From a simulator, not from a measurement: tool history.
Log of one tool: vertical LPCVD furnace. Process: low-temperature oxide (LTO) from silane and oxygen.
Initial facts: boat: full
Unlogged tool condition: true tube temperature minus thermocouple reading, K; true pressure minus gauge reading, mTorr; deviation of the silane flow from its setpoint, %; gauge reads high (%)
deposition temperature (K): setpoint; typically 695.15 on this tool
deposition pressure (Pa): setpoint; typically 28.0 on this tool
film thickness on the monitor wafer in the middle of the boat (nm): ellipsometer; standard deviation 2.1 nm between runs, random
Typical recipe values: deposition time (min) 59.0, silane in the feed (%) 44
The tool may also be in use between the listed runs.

| run | day | deposition temperature (K) | deposition pressure (Pa) | deposition time (min) | silane in the feed (%) | wafers since the last listed run | hours since the last temperature calibration | hours since the pressure gauge was zeroed | hours since the silane flow controller was replaced | hours since the gauge calibration | read-back reference wafer on the same gauge, thickness | film thickness on the monitor wafer in the middle of the boat (nm) |
|---|---|---|---|---|---|---|---|---|---|---|---|---|
| 1 | 0.000 | 695.15 | 28.0 | 68.0 | 44 | 0 | 1189.7 | 4827.7 | 3951.7 | 303.2 | 734.85 | 827.40 |
| 2 | 2.283 | 695.15 | 28.0 | 59.0 | 44 | 1247 | 1244.5 | 4882.5 | 4006.5 | 358.0 | 734.94 | 720.11 |
| 3 | 2.883 | 695.15 | 28.0 | 59.0 | 44 | 327 | 1258.9 | 4896.9 | 4020.9 | 372.4 | 734.97 | 719.12 |
| 4 | 3.554 | 695.15 | 28.0 | 59.0 | 44 | 366 | 1275.0 | 4913.0 | 4037.0 | 388.5 | 734.77 | 718.75 |
| 5 | 5.692 | 695.15 | 28.0 | 59.0 | 44 | 1167 | 1326.3 | 4964.3 | 4088.3 | 439.8 | 734.71 | 720.21 |
| 6 | 6.225 | 695.15 | 28.0 | 59.0 | 44 | 291 | 1339.1 | 4977.1 | 4101.1 | 452.6 | 735.42 | 718.70 |
| 7 | 7.271 | 695.15 | 28.0 | 59.0 | 44 | 571 | 1364.2 | 5002.2 | 4126.2 | 477.7 | 734.21 | 716.51 |
| 8 | 8.488 | 695.15 | 28.0 | 40.5 | 44 | 664 | 1393.4 | 5031.4 | 4155.4 | 506.9 | 735.77 | 495.49 |
|  | 9.246 | gauge calibrated |
| 9 | 9.512 | 695.15 | 28.0 | 59.0 | 48 | 559 | 1418.0 | 5056.0 | 4180.0 | 6.4 | 735.00 | 780.16 |
|  | 10.658 | silane flow controller replaced |
| 10 | 10.750 | 695.15 | 28.0 | 59.0 | 44 | 129 | 1447.7 | 5085.7 | 2.2 | 36.1 | 735.12 | 720.27 |
| 11 | 11.996 | 695.15 | 28.0 | 59.0 | 44 | 680 | 1477.6 | 5115.6 | 32.1 | 66.0 | 734.75 | 727.37 |
| 12 | 12.854 | 695.15 | 28.0 | 59.0 | 44 | 468 | 1498.2 | 5136.2 | 52.7 | 86.6 | 735.25 | 720.77 |
| 13 | 16.950 | 690.15 | 30.7 | 37.0 | 48 | 2237 | 1596.5 | 5234.5 | 151.0 | 184.9 | 735.10 | 509.98 |
| 14 | 18.217 | 695.15 | 28.0 | 73.5 | 49 | 691 | 1626.9 | 5264.9 | 181.4 | 215.3 | 734.83 | 996.48 |
|  | 19.783 | thermocouples replaced and temperature profile calibrated |
| 15 | 19.804 | 685.15 | 28.0 | 59.0 | 44 | 320 | 0.5 | 5303.0 | 219.5 | 253.4 | 734.43 | 629.86 |
| 16 | 19.983 | 695.15 | 28.0 | 59.0 | 44 | 97 | 4.8 | 5307.3 | 223.8 | 257.7 | 735.17 | 701.08 |
|  | 20.996 | pressure gauge zeroed |
| 17 | 21.325 | 707.15 | 31.3 | 59.0 | 40 | 186 | 37.0 | 7.9 | 256.0 | 289.9 | 735.20 | 795.88 |
| 18 | 22.138 | 699.15 | 28.0 | 37.5 | 44 | 443 | 56.5 | 27.4 | 275.5 | 309.4 | 735.11 | 462.74 |
| 19 | 22.812 | 695.15 | 30.7 | 48.0 | 40 | 368 | 72.7 | 43.6 | 291.7 | 325.6 | 734.70 | 561.75 |
| 20 | 24.179 | 695.15 | 28.0 | 59.0 | 44 | 746 | 105.5 | 76.4 | 324.5 | 358.4 | 735.11 | 699.10 |
| 21 | 25.188 | 695.15 | 28.0 | 59.0 | 44 | 550 | 129.7 | 100.6 | 348.7 | 382.6 | 735.16 | 697.87 |
| 22 | 25.892 | 695.15 | 34.7 | 59.0 | 50 | 384 | 146.6 | 117.5 | 365.6 | 399.5 | 734.72 | 975.26 |
| 23 | 26.850 | 701.15 | 28.0 | 59.0 | 47 | 523 | 169.6 | 140.5 | 388.6 | 422.5 | 735.62 | 790.48 |
| 24 | 27.667 | 695.15 | 24.7 | 59.0 | 44 | 446 | 189.2 | 160.1 | 408.2 | 442.1 | 735.32 | 617.01 |

What if the next run were any one of these 4? Each begins from the tool's condition after run 24:
| A | 27.833 | 695.15 | 28.0 | 59.0 | 44 | 91 | 193.2 | 164.1 | 412.2 | 446.1 | ? | ? |
| B | 27.833 | 695.15 | 28.0 | 70.0 | 41 | 91 | 193.2 | 164.1 | 412.2 | 446.1 | ? | ? |
| C | 27.833 | 695.15 | 28.0 | 49.5 | 44 | 91 | 193.2 | 164.1 | 412.2 | 446.1 | ? | ? |
| D | 27.833 | 691.15 | 21.3 | 41.5 | 48 | 91 | 193.2 | 164.1 | 412.2 | 446.1 | ? | ? |

| run | read-back reference wafer on the same gauge, thickness | film thickness on the monitor wafer in the middle of the boat (nm) |
|---|---|---|
| A | 735.31 | 700.39 |
| B | 735.31 | 772.66 |
| C | 735.31 | 587.62 |
| D | 735.31 | 390.77 |
The same runs, with their run-to-run variation unchanged, on a tool lacking any hidden condition would have given:
| run | film thickness on the monitor wafer in the middle of the boat (nm) |
|---|---|
| A | 695.07 |
| B | 766.65 |
| C | 583.15 |
| D | 387.85 |

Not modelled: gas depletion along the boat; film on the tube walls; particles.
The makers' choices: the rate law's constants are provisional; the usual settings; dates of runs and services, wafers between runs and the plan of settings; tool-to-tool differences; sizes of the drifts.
